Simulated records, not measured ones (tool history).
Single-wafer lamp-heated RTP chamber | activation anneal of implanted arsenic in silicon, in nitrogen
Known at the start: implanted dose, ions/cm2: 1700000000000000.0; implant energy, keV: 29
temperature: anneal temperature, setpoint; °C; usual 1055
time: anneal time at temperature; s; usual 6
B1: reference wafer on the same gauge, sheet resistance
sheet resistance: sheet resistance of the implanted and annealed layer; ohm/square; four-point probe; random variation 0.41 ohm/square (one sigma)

Run 1, hour 0: usual settings; B1 100.05. Result: sheet resistance 108.48 ohm/square.
Run 2, hour 34: usual settings; B1 100.02. Result: sheet resistance 108.05 ohm/square.
Run 3, hour 94.7: usual settings; B1 99.97. Result: sheet resistance 107.5 ohm/square.
Run 4, hour 126.8: usual settings; B1 100.03. Result: sheet resistance 110.49 ohm/square.
Run 5, hour 192.4: usual settings; B1 100.11. Result: sheet resistance 109.24 ohm/square.
Run 6, hour 234.6: usual settings; B1 99.94. Result: sheet resistance 108.49 ohm/square.
Run 7, hour 273.1: usual settings; B1 100.05. Result: sheet resistance 107.65 ohm/square.
Run 8, hour 306.6: usual settings; B1 99.99. Result: sheet resistance 109.94 ohm/square.
Run 9, hour 339.6: usual settings; B1 100.11. Result: sheet resistance 108.43 ohm/square.
Run 10, hour 378.8: usual settings but temperature 1070 °C, time 7 s; B1 99.93. Result: sheet resistance 102.66 ohm/square.
Run 11, hour 431.3: usual settings but temperature 1035 °C, time 3 s; B1 99.99. Result: sheet resistance 119.42 ohm/square.
Run 12, hour 572.8: usual settings but temperature 1033 °C, time 3 s; B1 99.98. Result: sheet resistance 119.7 ohm/square.
Run 13, hour 633.2: usual settings but temperature 1033 °C, time 4 s; B1 100.01. Result: sheet resistance 118.01 ohm/square.
Run 14, hour 676: usual settings but temperature 1065 °C; B1 99.97. Result: sheet resistance 104.8 ohm/square.
Run 15, hour 739.6: usual settings but temperature 1082 °C, time 9 s; B1 99.98. Result: sheet resistance 97.62 ohm/square.
Run 16, hour 794.9: usual settings but temperature 1038 °C, time 4 s; B1 100.03. Result: sheet resistance 116.12 ohm/square.
Run 17, hour 840.8: usual settings; B1 100.01. Result: sheet resistance 107.6 ohm/square.
Run 18, hour 899.8: usual settings but temperature 1067 °C; B1 100.01. Result: sheet resistance 107.47 ohm/square.
Run 19, hour 924.9: usual settings; B1 99.96. Result: sheet resistance 108.75 ohm/square.

Taken out of this log: 10 entries between the listed runs. Where each belongs, and how the hidden state differs across it:
Between runs 1 and 2: reflector plate cleaned (hour 1)
  true wafer temperature minus pyrometer reading, K: 8.38 -> 10.2
  measured less the result without the state, sheet resistance: -2.12 -> -2.6 ohm/square
Between runs 3 and 4: pyrometer window cleaned and pyrometer calibrated (hour 117.4)
  true wafer temperature minus pyrometer reading, K: 11.8 -> 2.05
  measured less the result without the state, sheet resistance: -2.99 -> -0.52 ohm/square
Between runs 6 and 7: reflector plate cleaned (hour 267.1)
  true wafer temperature minus pyrometer reading, K: 11 -> 11.9
  measured less the result without the state, sheet resistance: -2.81 -> -3.02 ohm/square
Between runs 7 and 8: pyrometer window cleaned and pyrometer calibrated (hour 291.7)
  true wafer temperature minus pyrometer reading, K: 11.9 -> 4.68
  measured less the result without the state, sheet resistance: -3.02 -> -1.19 ohm/square
Between runs 11 and 12: pyrometer window cleaned and pyrometer calibrated (hour 485.8); gauge calibrated (hour 539.4)
  true wafer temperature minus pyrometer reading, K: 13.3 -> 9.78
  measured less the result without the state, sheet resistance: -3.21 -> -2.38 ohm/square
Between runs 12 and 13: reflector plate cleaned (hour 582.9)
  true wafer temperature minus pyrometer reading, K: 9.78 -> 11.7
  measured less the result without the state, sheet resistance: -2.38 -> -2.86 ohm/square
Between runs 14 and 15: pyrometer window cleaned and pyrometer calibrated (hour 693.3)
  true wafer temperature minus pyrometer reading, K: 12.3 -> 7.91
  measured less the result without the state, sheet resistance: -3.12 -> -2.02 ohm/square
Between runs 17 and 18: reflector plate cleaned (hour 851.5); pyrometer window cleaned and pyrometer calibrated (hour 899.3)
  true wafer temperature minus pyrometer reading, K: 12.7 -> 1.61
  measured less the result without the state, sheet resistance: -3.23 -> -0.41 ohm/square
